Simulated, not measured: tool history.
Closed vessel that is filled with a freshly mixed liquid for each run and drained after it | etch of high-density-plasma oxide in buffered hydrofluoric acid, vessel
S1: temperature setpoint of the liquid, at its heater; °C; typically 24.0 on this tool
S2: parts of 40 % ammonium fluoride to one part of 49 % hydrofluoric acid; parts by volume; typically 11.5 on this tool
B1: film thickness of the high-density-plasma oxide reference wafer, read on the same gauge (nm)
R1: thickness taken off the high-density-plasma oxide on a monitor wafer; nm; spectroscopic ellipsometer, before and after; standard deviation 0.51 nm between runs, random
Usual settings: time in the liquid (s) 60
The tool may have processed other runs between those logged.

{"run": 1, "hour": 0.0, "S1": 22.0, "S2": 11.5, "time in the liquid (s)": 90, "B1": 40.0, "R1": 104.57}
{"run": 2, "hour": 15.4, "S1": 22.0, "S2": 11.5, "time in the liquid (s)": 90, "B1": 39.98, "R1": 106.13}
{"run": 3, "hour": 29.4, "S1": 20.5, "S2": 11.5, "time in the liquid (s)": 60, "B1": 40.0, "R1": 64.18}
{"run": 4, "hour": 40.9, "S1": 20.5, "S2": 11.5, "time in the liquid (s)": 60, "B1": 40.01, "R1": 64.08}
{"run": 5, "hour": 50.1, "S1": 20.5, "S2": 11.5, "time in the liquid (s)": 60, "B1": 39.97, "R1": 64.17}
{"run": 6, "hour": 60.1, "S1": 24.0, "S2": 11.5, "time in the liquid (s)": 60, "B1": 39.99, "R1": 77.41}
{"run": 7, "hour": 96.1, "S1": 24.0, "S2": 15.0, "time in the liquid (s)": 35, "B1": 40.02, "R1": 34.63}
{"run": 8, "hour": 104.7, "S1": 25.0, "S2": 11.5, "time in the liquid (s)": 60, "B1": 39.99, "R1": 81.83}
{"run": 9, "hour": 119.3, "S1": 24.0, "S2": 14.0, "time in the liquid (s)": 60, "B1": 39.98, "R1": 63.88}
{"run": 10, "hour": 133.6, "S1": 22.0, "S2": 11.5, "time in the liquid (s)": 90, "B1": 39.99, "R1": 103.21}
{"hour": 136.4, "done": "thermometer replaced"}
{"hour": 140.8, "done": "gauge calibrated"}
{"hour": 147.2, "done": "hydrofluoric acid flow meter replaced"}
{"run": 11, "hour": 147.7, "S1": 24.0, "S2": 7.5, "time in the liquid (s)": 60, "B1": 40.0, "R1": 131.36}
{"run": 12, "hour": 160.8, "S1": 21.0, "S2": 11.5, "time in the liquid (s)": 30, "B1": 40.0, "R1": 37.2}
{"run": 13, "hour": 173.4, "S1": 26.5, "S2": 13.0, "time in the liquid (s)": 50, "B1": 40.03, "R1": 74.17}
{"run": 14, "hour": 188.2, "S1": 24.0, "S2": 14.5, "time in the liquid (s)": 75, "B1": 40.01, "R1": 87.35}
{"run": 15, "hour": 201.8, "S1": 28.0, "S2": 11.5, "time in the liquid (s)": 75, "B1": 40.02, "R1": 136.23}
{"run": 16, "hour": 216.1, "S1": 22.5, "S2": 13.5, "time in the liquid (s)": 60, "B1": 40.0, "R1": 69.13}
{"run": 17, "hour": 228.4, "S1": 19.0, "S2": 13.0, "time in the liquid (s)": 35, "B1": 39.98, "R1": 34.65}
{"run": 18, "hour": 236.9, "S1": 20.5, "S2": 11.5, "time in the liquid (s)": 60, "B1": 39.98, "R1": 72.25}

Here are 3 independent what-if runs from the current tool condition. What would each one return?
{"run": "A", "hour": 237.6, "S1": 24.0, "S2": 11.5, "time in the liquid (s)": 60, "B1": "?", "R1": "?"}
{"run": "B", "hour": 237.6, "S1": 26.0, "S2": 10.0, "time in the liquid (s)": 60, "B1": "?", "R1": "?"}
{"run": "C", "hour": 237.6, "S1": 24.0, "S2": 11.5, "time in the liquid (s)": 75, "B1": "?", "R1": "?"}

run=A B1=40.00 R1=87.81
run=B B1=40.00 R1=112.15
run=C B1=40.00 R1=109.77
Without the tool's unlogged condition, the same runs would have read:
run=A R1=90.68
run=B R1=115.79
run=C R1=113.35

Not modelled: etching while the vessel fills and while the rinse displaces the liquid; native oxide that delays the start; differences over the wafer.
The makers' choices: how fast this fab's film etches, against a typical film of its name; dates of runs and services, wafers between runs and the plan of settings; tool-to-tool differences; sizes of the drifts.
